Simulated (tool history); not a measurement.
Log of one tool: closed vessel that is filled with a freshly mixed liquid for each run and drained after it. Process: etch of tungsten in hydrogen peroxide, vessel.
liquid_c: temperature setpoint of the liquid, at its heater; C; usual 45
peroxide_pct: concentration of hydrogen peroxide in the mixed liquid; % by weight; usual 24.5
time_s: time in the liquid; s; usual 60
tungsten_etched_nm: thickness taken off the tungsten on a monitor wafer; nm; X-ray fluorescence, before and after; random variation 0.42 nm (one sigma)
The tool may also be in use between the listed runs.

run	hour	liquid_c	peroxide_pct	time_s	wafers since the last listed run	hours since the thermometer was replaced	hours since the peroxide flow meter was replaced	hours since the drum of peroxide was connected	hours since the gauge calibration	read-back film thickness of the tungsten reference wafer, read on the same gauge (nm)	tungsten_etched_nm
1	0	45	24.5	60	0	901.3	417	781	320.8	50.01	82.92
2	15.7	45	24.5	60	1162	917	432.7	796.7	336.5	49.99	82.16
# hour 26.1: gauge calibrated
3	44.8	45	24.5	60	2155	946.1	461.8	825.8	18.7	49.99	82.17
4	66.3	45	22	60	1592	967.6	483.3	847.3	40.2	49.99	77.63
5	93.7	45	22	60	2029	995	510.7	874.7	67.6	49.99	77.92
6	200.3	45	24.5	60	7894	1101.6	617.3	981.3	174.2	50.02	80.99
# hour 214.9: new drum of peroxide connected
7	216.6	41.5	24.5	60	1133	1117.9	633.6	1.7	190.5	49.99	64.89
8	249	37	17.5	50	2399	1150.3	666	34.1	222.9	50	33.78
# hour 270.6: thermometer replaced
9	273.2	40.5	18.5	60	1718	2.6	690.2	58.3	247.1	49.99	52.24
# hour 297.3: peroxide flow meter replaced
10	300.6	50.5	21	40	1955	30	3.3	85.7	274.5	50.01	74.12
# hour 311.5: gauge calibrated
11	323.6	48.5	22.5	75	1703	53	26.3	108.7	12.1	50	127.14
12	348.3	45	24.5	60	1829	77.7	51	133.4	36.8	50.02	84.96
13	381.9	52.5	28.5	80	2488	111.3	84.6	167	70.4	50	193.01
14	414.8	37	24.5	60	2436	144.2	117.5	199.9	103.3	50.02	49.97

Forecast each of these 4 alternatives for the next run:
A	415.5	35	24.5	60	51	144.9	118.2	200.6	104	?	?
B	415.5	45	21.5	50	51	144.9	118.2	200.6	104	?	?
C	415.5	47.5	22	70	51	144.9	118.2	200.6	104	?	?
D	415.5	51.5	19.5	45	51	144.9	118.2	200.6	104	?	?

run	read-back film thickness of the tungsten reference wafer, read on the same gauge (nm)	tungsten_etched_nm
A	50	44.18
B	50	66.14
C	50	109.52
D	50	84.71
Without the tool's hidden state the same runs would have given:
run	tungsten_etched_nm
A	45.03
B	67.41
C	111.63
D	86.34

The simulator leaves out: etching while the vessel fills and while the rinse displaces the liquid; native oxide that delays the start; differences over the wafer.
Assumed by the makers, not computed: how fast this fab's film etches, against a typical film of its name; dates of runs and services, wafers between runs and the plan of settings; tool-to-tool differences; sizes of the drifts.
